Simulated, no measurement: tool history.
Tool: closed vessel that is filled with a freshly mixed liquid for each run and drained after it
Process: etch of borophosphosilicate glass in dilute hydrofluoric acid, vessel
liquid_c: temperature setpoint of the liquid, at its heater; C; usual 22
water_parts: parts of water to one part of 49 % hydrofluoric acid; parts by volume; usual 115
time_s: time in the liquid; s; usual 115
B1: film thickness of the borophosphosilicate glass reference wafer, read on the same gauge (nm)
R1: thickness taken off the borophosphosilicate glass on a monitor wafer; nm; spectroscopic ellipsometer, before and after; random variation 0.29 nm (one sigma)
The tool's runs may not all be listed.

Run 1, hour 0: usual settings but water_parts 130 parts by volume; B1 70.02. Result: R1 44.4 nm.
Run 2, hour 47: usual settings; B1 70. Result: R1 50.64 nm.
Run 3, hour 62.9: usual settings; B1 70.01. Result: R1 51.06 nm.
Run 4, hour 77.3: usual settings; B1 70.01. Result: R1 50.91 nm.
Run 5, hour 92.4: usual settings; B1 69.99. Result: R1 51.12 nm.
Run 6, hour 100.6: usual settings; B1 70.04. Result: R1 51 nm.
Run 7, hour 110.3: usual settings; B1 70.02. Result: R1 51.04 nm.
At hour 116.2: thermometer replaced.
Run 8, hour 122.7: usual settings; B1 70. Result: R1 50.94 nm.
Run 9, hour 140.5: usual settings; B1 70.03. Result: R1 50.98 nm.
Run 10, hour 154.4: usual settings; B1 70.02. Result: R1 51.19 nm.
At hour 160.7: hydrofluoric acid flow meter replaced.
Run 11, hour 163.6: usual settings; B1 70. Result: R1 45.95 nm.
Run 12, hour 175.8: usual settings; B1 70.03. Result: R1 45.74 nm.
Run 13, hour 225.9: usual settings; B1 70. Result: R1 46.12 nm.
Run 14, hour 235.2: usual settings; B1 69.99. Result: R1 45.68 nm.
Run 15, hour 246.9: usual settings; B1 70.04. Result: R1 45.81 nm.
Run 16, hour 254.9: usual settings but liquid_c 26 C, time_s 95 s; B1 70.01. Result: R1 44.82 nm.
Run 17, hour 261.7: usual settings but liquid_c 20.5 C, water_parts 170 parts by volume, time_s 145 s; B1 70. Result: R1 35.2 nm.
At hour 276.2: gauge calibrated.
Run 18, hour 278.6: usual settings but liquid_c 24 C, time_s 155 s; B1 69.99. Result: R1 66.94 nm.
Run 19, hour 291.1: usual settings but liquid_c 25 C, time_s 90 s; B1 69.98. Result: R1 40.53 nm.
Run 20, hour 301.8: usual settings; B1 70.01. Result: R1 46.6 nm.
Run 21, hour 310.7: usual settings but water_parts 95 parts by volume, time_s 150 s; B1 70. Result: R1 74.29 nm.
Run 22, hour 318.8: usual settings but liquid_c 19.5 C, water_parts 95 parts by volume, time_s 95 s; B1 70.01. Result: R1 43.19 nm.
Run 23, hour 328.6: usual settings but liquid_c 18 C, water_parts 95 parts by volume; B1 70. Result: R1 47.97 nm.
Run 24, hour 344.8: usual settings but time_s 50 s; B1 70. Result: R1 20.34 nm.
Run 25, hour 352.9: usual settings; B1 69.99. Result: R1 47.19 nm.
Run 26, hour 361.9: usual settings but liquid_c 26.5 C, water_parts 150 parts by volume, time_s 60 s; B1 69.99. Result: R1 21.11 nm.
Run 27, hour 377: usual settings but water_parts 90 parts by volume; B1 70. Result: R1 61.29 nm.
Run 28, hour 392.7: usual settings; B1 70. Result: R1 46.43 nm.
Run 29, hour 406.7: usual settings; B1 69.98. Result: R1 46.33 nm.
Run 30, hour 413.1: usual settings; B1 69.99. Result: R1 46.25 nm.
Run 31, hour 425.7: usual settings but liquid_c 20.5 C, time_s 70 s; B1 70. Result: R1 27 nm.
Run 32, hour 458.7: usual settings but liquid_c 18 C, water_parts 140 parts by volume, time_s 90 s; B1 70.01. Result: R1 24.85 nm.
Run 33, hour 475.4: usual settings but liquid_c 25 C, water_parts 85 parts by volume, time_s 150 s; B1 70.02. Result: R1 96.75 nm.

Forecast each of these 3 alternatives for the next run:
Run A, hour 476.1: usual settings but water_parts 95 parts by volume; B1 ?. Result: R1 ?.
Run B, hour 476.1: usual settings but liquid_c 20.5 C, water_parts 170 parts by volume; B1 ?. Result: R1 ?.
Run C, hour 476.1: usual settings but liquid_c 20.5 C, time_s 80 s; B1 ?. Result: R1 ?.

run     B1     R1
  A  70.02  58.07
  B  70.02   28.2
  C  70.02  30.71
Without the tool's hidden state the same runs would have given:
run     R1
  A  56.39
  B  27.34
  C  29.81

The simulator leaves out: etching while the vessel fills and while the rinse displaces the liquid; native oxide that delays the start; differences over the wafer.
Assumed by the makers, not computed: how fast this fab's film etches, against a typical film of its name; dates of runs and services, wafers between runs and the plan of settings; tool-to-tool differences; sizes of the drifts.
